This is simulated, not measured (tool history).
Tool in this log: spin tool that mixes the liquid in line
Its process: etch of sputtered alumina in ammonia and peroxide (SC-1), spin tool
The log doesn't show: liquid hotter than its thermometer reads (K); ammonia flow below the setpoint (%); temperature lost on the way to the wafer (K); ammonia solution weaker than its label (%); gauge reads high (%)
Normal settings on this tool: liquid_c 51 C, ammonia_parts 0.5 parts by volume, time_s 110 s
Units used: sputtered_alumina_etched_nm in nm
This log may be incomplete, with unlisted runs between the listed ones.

run,day,liquid_c,ammonia_parts,time_s,wafers since the last listed run,hours since the thermometer was replaced,hours since the ammonia flow meter was replaced,hours since the heated supply line was repaired,hours since the drum of ammonia solution was connected,hours since the gauge calibration,"read-back film thickness of the sputtered alumina reference wafer, read on the same gauge (nm)",sputtered_alumina_etched_nm
1,0,51,0.5,110,0,369.5,2745.3,1390,659,61.2,30,5.62
2,1.971,51,0.5,110,557,416.8,2792.6,1437.3,706.3,108.5,30.01,5.62
3,2.838,51,0.5,110,245,437.6,2813.4,1458.1,727.1,129.3,29.99,5.61
4,3.25,51,0.5,110,116,447.5,2823.3,1468,737,139.2,30.01,5.6
5,3.55,51,0.5,110,84,454.7,2830.5,1475.2,744.2,146.4,30.03,5.62
6,4,51,0.5,110,127,465.5,2841.3,1486,755,157.2,29.99,5.64
# day 4.371: heated supply line repaired
7,4.392,51,0.5,110,99,474.9,2850.7,0.5,764.4,166.6,30.04,6.94
# day 4.454: ammonia flow meter replaced
# day 4.867: new drum of ammonia solution connected
8,4.888,51,0.5,110,116,486.8,10.4,12.4,0.5,178.5,29.99,6.97
# day 5.2: gauge calibrated
9,5.704,48,0.65,110,231,506.4,30,32,20.1,12.1,29.97,6.01
10,6.246,51,0.5,110,153,519.4,43,45,33.1,25.1,29.99,6.85
11,6.662,51,0.5,70,117,529.4,53,55,43.1,35.1,30,4.41
# day 8.125: thermometer replaced
12,8.229,60.5,0.5,55,431,2.5,90.6,92.6,80.7,72.7,30.02,5.26
13,8.692,47.5,0.75,95,130,13.6,101.7,103.7,91.8,83.8,30.01,4.69
14,9.3,58.5,0.5,110,172,28.2,116.3,118.3,106.4,98.4,30.01,9.54
15,9.867,57.5,0.3,165,160,41.8,129.9,131.9,120,112,30.04,12.97
16,10.304,42,0.55,65,123,52.3,140.4,142.4,130.5,122.5,30.06,2.28

What the log doesn't show, run by run:
ammonia flow below the setpoint (%): 0 across all the runs
ammonia solution weaker than its label (%): 0 across all the runs
gauge reads high (%): 0 across all the runs
H1: liquid hotter than its thermometer reads (K)
H2: temperature lost on the way to the wafer (K)
run,H1,H2
1,1.34,4.18
2,1.47,4.3
3,1.53,4.35
4,1.56,4.38
5,1.58,4.4
6,1.61,4.43
7,1.64,0.689
8,1.67,0.72
9,1.72,0.77
10,1.76,0.804
11,1.79,0.83
12,0.429,0.926
13,0.46,0.955
14,0.501,0.993
15,0.54,1.03
16,0.569,1.05
